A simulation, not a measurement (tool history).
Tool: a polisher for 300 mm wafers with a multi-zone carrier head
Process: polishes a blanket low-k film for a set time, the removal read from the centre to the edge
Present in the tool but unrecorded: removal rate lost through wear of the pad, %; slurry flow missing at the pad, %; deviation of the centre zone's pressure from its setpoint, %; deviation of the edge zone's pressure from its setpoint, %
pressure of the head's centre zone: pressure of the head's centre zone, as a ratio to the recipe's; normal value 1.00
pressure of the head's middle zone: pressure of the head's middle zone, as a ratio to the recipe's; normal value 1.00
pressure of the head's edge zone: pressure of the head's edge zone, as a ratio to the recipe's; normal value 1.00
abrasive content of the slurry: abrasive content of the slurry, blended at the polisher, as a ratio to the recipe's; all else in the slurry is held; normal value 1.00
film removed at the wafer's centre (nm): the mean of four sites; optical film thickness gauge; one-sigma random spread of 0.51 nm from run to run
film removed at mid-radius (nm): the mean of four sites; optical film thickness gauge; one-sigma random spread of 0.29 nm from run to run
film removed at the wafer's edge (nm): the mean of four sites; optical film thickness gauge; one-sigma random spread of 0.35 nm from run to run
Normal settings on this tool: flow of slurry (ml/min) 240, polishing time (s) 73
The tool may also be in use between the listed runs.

run    hour  flow of slurry (ml/min)  pressure of the head's centre zone  pressure of the head's middle zone  pressure of the head's edge zone  abrasive content of the slurry  polishing time (s)  wafers since the last listed run  wafers polished on this pad  hours since the slurry nozzle was cleaned  hours since the centre zone pressure was calibrated  hours since the edge zone pressure was calibrated  hours since the carrier head's membrane was replaced  incoming thickness of the incoming film, nm  film removed at the wafer's centre (nm)  film removed at mid-radius (nm)  film removed at the wafer's edge (nm)
  1     0.0                      240                                0.91                                1.00                              1.00                            1.00                  73                                 0                          534                                      376.9                                                561.9                                              418.2                                                1031.6                                        340.7                                     30.3                             34.1                                   33.5
  2   101.3                      240                                0.91                                1.00                              1.00                            1.00                  73                               951                         1486                                      478.2                                                663.2                                              519.5                                                1132.9                                        336.8                                     29.0                             33.3                                   33.5
      127.8  -- slurry nozzle cleaned
  3   141.1                      240                                1.00                                1.00                              1.00                            1.00                  73                               364                         1850                                       13.3                                                703.0                                              559.3                                                1172.7                                        343.6                                     35.2                             36.5                                   36.0
  4   212.8                      240                                1.00                                1.00                              1.00                            1.00                  73                               673                         2524                                       85.0                                                774.7                                              631.0                                                1244.4                                        345.8                                     36.0                             36.0                                   35.5
  5   306.2                      240                                1.00                                1.00                              1.00                            1.00                  73                               877                         3401                                      178.4                                                868.1                                              724.4                                                1337.8                                        334.2                                     35.3                             35.1                                   35.8
  6   379.3                      240                                1.00                                1.00                              1.11                            1.00                  73                               686                         4088                                      251.5                                                941.2                                              797.5                                                1410.9                                        343.8                                     33.8                             35.9                                   36.4
      401.9  -- worn pad replaced by a new one
  7   424.4                      285                                1.00                                1.00                              1.00                            1.00                  73                               386                          211                                      296.6                                                986.3                                              842.6                                                1456.0                                        338.2                                     34.4                             35.8                                   35.1
  8   461.2                      240                                1.05                                1.00                              1.00                            1.00                  73                               345                          557                                      333.4                                               1023.1                                              879.4                                                1492.8                                        344.5                                     35.4                             35.0                                   34.2
      666.3  -- carrier head's membrane replaced by a new one
      667.0  -- slurry nozzle cleaned
  9   702.9                      185                                1.00                                1.00                              1.00                            1.00                  59                              2217                         2774                                       35.9                                               1264.8                                             1121.1                                                  36.6                                        339.6                                     27.6                             28.0                                   27.3
      772.6  -- edge zone pressure recalibrated
 10   797.8                      285                                1.00                                0.96                              1.00                            0.90                  97                               872                         3647                                      130.8                                               1359.7                                               25.2                                                 131.5                                        342.4                                     45.4                             45.1                                   44.9
 11   874.5                      240                                1.00                                1.08                              1.00                            1.00                  55                               720                         4368                                      207.5                                               1436.4                                              101.9                                                 208.2                                        336.4                                     26.0                             29.4                                   26.4
      894.7  -- worn pad replaced by a new one
 12   936.9                      240                                1.00                                1.00                              1.00                            1.00                  73                               548                          396                                      269.9                                               1498.8                                              164.3                                                 270.6                                        337.0                                     34.2                             35.5                                   35.0
      950.3  -- centre zone pressure recalibrated
 13   997.0                      185                                1.00                                1.00                              1.00                            1.00                  59                               545                          942                                      330.0                                                 46.7                                              224.4                                                 330.7                                        346.5                                     26.2                             26.6                                   27.2
 14  1048.0                      240                                1.00                                1.00                              0.91                            1.00                  59                               479                         1421                                      381.0                                                 97.7                                              275.4                                                 381.7                                        339.8                                     26.8                             28.0                                   26.5
 15  1095.1                      240                                1.00                                1.05                              0.92                            1.00                  66                               442                         1863                                      428.1                                                144.8                                              322.5                                                 428.8                                        339.5                                     30.0                             32.5                                   29.6
 16  1153.9                      240                                0.90                                0.95                              1.06                            1.00                  73                               552                         2416                                      486.9                                                203.6                                              381.3                                                 487.6                                        335.1                                     29.3                             32.1                                   34.5
     1201.1  -- slurry nozzle cleaned
 17  1231.7                      285                                1.00                                1.00                              0.94                            0.75                  73                               721                         3138                                       30.6                                                281.4                                              459.1                                                 565.4                                        341.6                                     30.6                             31.4                                   29.6
     1491.3  -- worn pad replaced by a new one
 18  1497.3                      240                                1.00                                0.94                              1.00                            1.00                  48                              2457                           56                                      296.2                                                547.0                                              724.7                                                 831.0                                        337.5                                     22.1                             21.5                                   22.4
 19  1602.4                      160                                1.00                                1.00                              1.00                            1.00                  73                               987                         1044                                      401.3                                                652.1                                              829.8                                                 936.1                                        339.5                                     29.0                             30.0                                   31.0
 20  1689.3                      315                                1.00                                1.00                              1.00                            1.10                  73                               816                         1860                                      488.2                                                739.0                                              916.7                                                1023.0                                        344.6                                     34.3                             36.3                                   35.9

What if the next run were any one of these 5? Each begins from the tool's condition after run 20:
  A  1689.7                      240                                1.00                                1.00                              1.00                            1.00                  73                                 3                         1864                                      488.6                                                739.4                                              917.1                                                1023.4                                        335.1                                        ?                                ?                                      ?
  B  1689.7                      240                                1.03                                1.00                              1.00                            0.80                  64                                 3                         1864                                      488.6                                                739.4                                              917.1                                                1023.4                                        335.1                                        ?                                ?                                      ?
  C  1689.7                      275                                0.89                                0.97                              1.00                            1.00                  65                                 3                         1864                                      488.6                                                739.4                                              917.1                                                1023.4                                        335.1                                        ?                                ?                                      ?
  D  1689.7                      180                                1.00                                1.00                              1.08                            1.00                  73                                 3                         1864                                      488.6                                                739.4                                              917.1                                                1023.4                                        335.1                                        ?                                ?                                      ?
  E  1689.7                      240                                0.95                                1.00                              1.00                            1.00                  73                                 3                         1864                                      488.6                                                739.4                                              917.1                                                1023.4                                        335.1                                        ?                                ?                                      ?

run  film removed at the wafer's centre (nm)  film removed at mid-radius (nm)  film removed at the wafer's edge (nm)
  A                                     31.4                             33.0                                   32.9
  B                                     25.1                             25.6                                   25.5
  C                                     25.7                             29.5                                   29.9
  D                                     28.5                             30.3                                   32.3
  E                                     29.8                             33.0                                   32.9
Stripped of hidden state, with their random variation kept, the same runs would have yielded:
run  film removed at the wafer's centre (nm)  film removed at mid-radius (nm)  film removed at the wafer's edge (nm)
  A                                     35.3                             36.7                                   35.5
  B                                     28.2                             28.4                                   27.6
  C                                     28.5                             32.4                                   32.0
  D                                     33.6                             35.0                                   35.7
  E                                     33.5                             36.7                                   35.5
